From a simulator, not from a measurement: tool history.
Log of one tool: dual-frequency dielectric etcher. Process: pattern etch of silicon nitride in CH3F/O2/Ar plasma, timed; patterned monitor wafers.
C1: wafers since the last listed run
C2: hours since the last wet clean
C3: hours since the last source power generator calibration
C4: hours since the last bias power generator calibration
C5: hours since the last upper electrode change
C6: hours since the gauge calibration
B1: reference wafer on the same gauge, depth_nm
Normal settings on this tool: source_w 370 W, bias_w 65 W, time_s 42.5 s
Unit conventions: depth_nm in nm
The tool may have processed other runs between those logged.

run 1 hour=0 | source_w=370 bias_w=65 time_s=42.5 | C1=0 C2=5.7 C3=1380.8 C4=1253.6 C5=2709.4 C6=383.4 | B1=26.77 | depth_nm=24.92
run 2 hour=20.5 | source_w=370 bias_w=65 time_s=42.5 | C1=240 C2=26.2 C3=1401.3 C4=1274.1 C5=2729.9 C6=403.9 | B1=26.75 | depth_nm=24.72
run 3 hour=35.6 | source_w=370 bias_w=65 time_s=42.5 | C1=177 C2=41.3 C3=1416.4 C4=1289.2 C5=2745 C6=419 | B1=26.82 | depth_nm=24.73
run 4 hour=63.2 | source_w=370 bias_w=57 time_s=42.5 | C1=323 C2=68.9 C3=1444 C4=1316.8 C5=2772.6 C6=446.6 | B1=26.8 | depth_nm=23.94
run 5 hour=77.7 | source_w=370 bias_w=65 time_s=42.5 | C1=170 C2=83.4 C3=1458.5 C4=1331.3 C5=2787.1 C6=461.1 | B1=26.83 | depth_nm=24.81
run 6 hour=109.1 | source_w=370 bias_w=65 time_s=42.5 | C1=368 C2=114.8 C3=1489.9 C4=1362.7 C5=2818.5 C6=492.5 | B1=26.8 | depth_nm=24.81
run 7 hour=144.1 | source_w=370 bias_w=65 time_s=42.5 | C1=410 C2=149.8 C3=1524.9 C4=1397.7 C5=2853.5 C6=527.5 | B1=26.79 | depth_nm=24.71
run 8 hour=173.7 | source_w=370 bias_w=65 time_s=42.5 | C1=347 C2=179.4 C3=1554.5 C4=1427.3 C5=2883.1 C6=557.1 | B1=26.77 | depth_nm=24.98
run 9 hour=194.1 | source_w=370 bias_w=65 time_s=42.5 | C1=239 C2=199.8 C3=1574.9 C4=1447.7 C5=2903.5 C6=577.5 | B1=26.79 | depth_nm=24.86
run 10 hour=217 | source_w=370 bias_w=65 time_s=46 | C1=268 C2=222.7 C3=1597.8 C4=1470.6 C5=2926.4 C6=600.4 | B1=26.82 | depth_nm=26.91
-- hour=262 upper electrode replaced
run 11 hour=262.5 | source_w=370 bias_w=65 time_s=46 | C1=252 C2=268.2 C3=1643.3 C4=1516.1 C5=0.5 C6=645.9 | B1=26.84 | depth_nm=26.74
-- hour=272.6 bias power generator calibrated
run 12 hour=273.6 | source_w=370 bias_w=65 time_s=46 | C1=83 C2=279.3 C3=1654.4 C4=1 C5=11.6 C6=657 | B1=26.83 | depth_nm=26.77
run 13 hour=352.3 | source_w=330 bias_w=65 time_s=42.5 | C1=923 C2=358 C3=1733.1 C4=79.7 C5=90.3 C6=735.7 | B1=26.81 | depth_nm=24.01
run 14 hour=434.5 | source_w=340 bias_w=51 time_s=46 | C1=964 C2=440.2 C3=1815.3 C4=161.9 C5=172.5 C6=817.9 | B1=26.8 | depth_nm=24.28
run 15 hour=453.4 | source_w=370 bias_w=57 time_s=31 | C1=221 C2=459.1 C3=1834.2 C4=180.8 C5=191.4 C6=836.8 | B1=26.8 | depth_nm=17.39
run 16 hour=487.3 | source_w=370 bias_w=65 time_s=42.5 | C1=397 C2=493 C3=1868.1 C4=214.7 C5=225.3 C6=870.7 | B1=26.83 | depth_nm=24.76
-- hour=497.1 source power generator calibrated
run 17 hour=513.4 | source_w=430 bias_w=55 time_s=55 | C1=259 C2=519.1 C3=16.3 C4=240.8 C5=251.4 C6=896.8 | B1=26.81 | depth_nm=32.14
-- hour=523.7 gauge calibrated
run 18 hour=530.2 | source_w=370 bias_w=65 time_s=33 | C1=197 C2=535.9 C3=33.1 C4=257.6 C5=268.2 C6=6.5 | B1=26.8 | depth_nm=19.26
-- hour=564.4 wet clean of the chamber
run 19 hour=564.9 | source_w=280 bias_w=65 time_s=42.5 | C1=125 C2=0.5 C3=67.8 C4=292.3 C5=302.9 C6=41.2 | B1=26.81 | depth_nm=22.73
run 20 hour=570.2 | source_w=410 bias_w=65 time_s=42.5 | C1=62 C2=5.8 C3=73.1 C4=297.6 C5=308.2 C6=46.5 | B1=26.81 | depth_nm=25.9
run 21 hour=604 | source_w=370 bias_w=65 time_s=42.5 | C1=396 C2=39.6 C3=106.9 C4=331.4 C5=342 C6=80.3 | B1=26.8 | depth_nm=24.81
run 22 hour=617.9 | source_w=370 bias_w=65 time_s=42.5 | C1=163 C2=53.5 C3=120.8 C4=345.3 C5=355.9 C6=94.2 | B1=26.79 | depth_nm=24.77
run 23 hour=631.4 | source_w=370 bias_w=55 time_s=50.5 | C1=158 C2=67 C3=134.3 C4=358.8 C5=369.4 C6=107.7 | B1=26.81 | depth_nm=28.03
run 24 hour=655.4 | source_w=370 bias_w=65 time_s=42.5 | C1=281 C2=91 C3=158.3 C4=382.8 C5=393.4 C6=131.7 | B1=26.77 | depth_nm=24.8
run 25 hour=687.8 | source_w=430 bias_w=55 time_s=55 | C1=380 C2=123.4 C3=190.7 C4=415.2 C5=425.8 C6=164.1 | B1=26.81 | depth_nm=32.11
run 26 hour=704.8 | source_w=420 bias_w=53 time_s=48 | C1=199 C2=140.4 C3=207.7 C4=432.2 C5=442.8 C6=181.1 | B1=26.81 | depth_nm=27.58
run 27 hour=736.5 | source_w=430 bias_w=52 time_s=49.5 | C1=372 C2=172.1 C3=239.4 C4=463.9 C5=474.5 C6=212.8 | B1=26.78 | depth_nm=28.35
run 28 hour=756.4 | source_w=410 bias_w=65 time_s=53.5 | C1=233 C2=192 C3=259.3 C4=483.8 C5=494.4 C6=232.7 | B1=26.8 | depth_nm=32.44
run 29 hour=770.6 | source_w=430 bias_w=73 time_s=32.5 | C1=166 C2=206.2 C3=273.5 C4=498 C5=508.6 C6=246.9 | B1=26.81 | depth_nm=20.67
run 30 hour=794.9 | source_w=370 bias_w=65 time_s=42.5 | C1=285 C2=230.5 C3=297.8 C4=522.3 C5=532.9 C6=271.2 | B1=26.8 | depth_nm=24.89

Alternative continuations, all from the tool just after run 30; predict every row:
run A hour=795.3 | source_w=310 bias_w=65 time_s=42.5 | C1=4 C2=230.9 C3=298.2 C4=522.7 C5=533.3 C6=271.6 | B1=? | depth_nm=?
run B hour=795.3 | source_w=440 bias_w=59 time_s=37 | C1=4 C2=230.9 C3=298.2 C4=522.7 C5=533.3 C6=271.6 | B1=? | depth_nm=?
run C hour=795.3 | source_w=370 bias_w=65 time_s=38.5 | C1=4 C2=230.9 C3=298.2 C4=522.7 C5=533.3 C6=271.6 | B1=? | depth_nm=?
run D hour=795.3 | source_w=370 bias_w=70 time_s=54 | C1=4 C2=230.9 C3=298.2 C4=522.7 C5=533.3 C6=271.6 | B1=? | depth_nm=?

run=A B1=26.8 depth_nm=23.36
run=B B1=26.8 depth_nm=22.2
run=C B1=26.8 depth_nm=22.45
run=D B1=26.8 depth_nm=32.24
The same runs, with their run-to-run variation unchanged, on a tool lacking any hidden condition would have given:
run=A depth_nm=23.36
run=B depth_nm=22.2
run=C depth_nm=22.45
run=D depth_nm=32.24
